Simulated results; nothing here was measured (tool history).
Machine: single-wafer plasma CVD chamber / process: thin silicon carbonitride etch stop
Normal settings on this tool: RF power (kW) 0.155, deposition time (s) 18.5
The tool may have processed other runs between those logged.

run	hour	RF power (kW)	deposition time (s)	wafers since the last listed run	hours since the last thermocouple change	hours since the last RF generator calibration	hours since the showerhead was replaced	hours since the gauge calibration	read-back reference wafer on the same gauge, thickness_nm	mean film thickness on the monitor wafer (Å)
1	0.0	0.170	18.5	0	547.2	2006.8	3806.3	413.6	11.898	101.83
2	61.9	0.175	16.2	1465	609.1	2068.7	3868.2	475.5	11.903	89.84
3	116.8	0.175	16.2	1300	664.0	2123.6	3923.1	530.4	11.893	90.15
# hour 156.8: RF generator calibrated
4	203.5	0.155	16.3	1863	750.7	46.7	4009.8	617.1	11.895	88.76
5	281.6	0.155	16.3	1849	828.8	124.8	4087.9	695.2	11.889	89.07
6	358.6	0.155	16.3	1823	905.8	201.8	4164.9	772.2	11.911	88.37
7	442.7	0.155	18.5	1991	989.9	285.9	4249.0	856.3	11.902	100.08
8	541.6	0.155	18.5	2342	1088.8	384.8	4347.9	955.2	11.901	100.47
9	579.8	0.155	17.5	904	1127.0	423.0	4386.1	993.4	11.911	94.74
10	717.0	0.175	21.1	3249	1264.2	560.2	4523.3	1130.6	11.904	116.91
11	801.6	0.175	21.1	2003	1348.8	644.8	4607.9	1215.2	11.905	117.31
12	860.3	0.155	17.2	1390	1407.5	703.5	4666.6	1273.9	11.890	93.01
13	945.8	0.155	17.2	2024	1493.0	789.0	4752.1	1359.4	11.907	93.10
14	1048.1	0.155	18.5	2422	1595.3	891.3	4854.4	1461.7	11.900	100.03
15	1144.5	0.155	18.5	2282	1691.7	987.7	4950.8	1558.1	11.904	100.26
16	1259.5	0.155	18.5	2723	1806.7	1102.7	5065.8	1673.1	11.897	100.14
17	1300.4	0.155	18.5	968	1847.6	1143.6	5106.7	1714.0	11.905	100.80

Predict the results of run 18:
18	1624.3	0.135	21.8	7670	2171.5	1467.5	5430.6	2037.9	?	?

read-back reference wafer on the same gauge, thickness_nm: 11.913
mean film thickness on the monitor wafer (Å): 114.97
Were there no unlogged condition in the tool, this run, its random variation unchanged, would have produced mean film thickness on the monitor wafer (Å) 115.96.
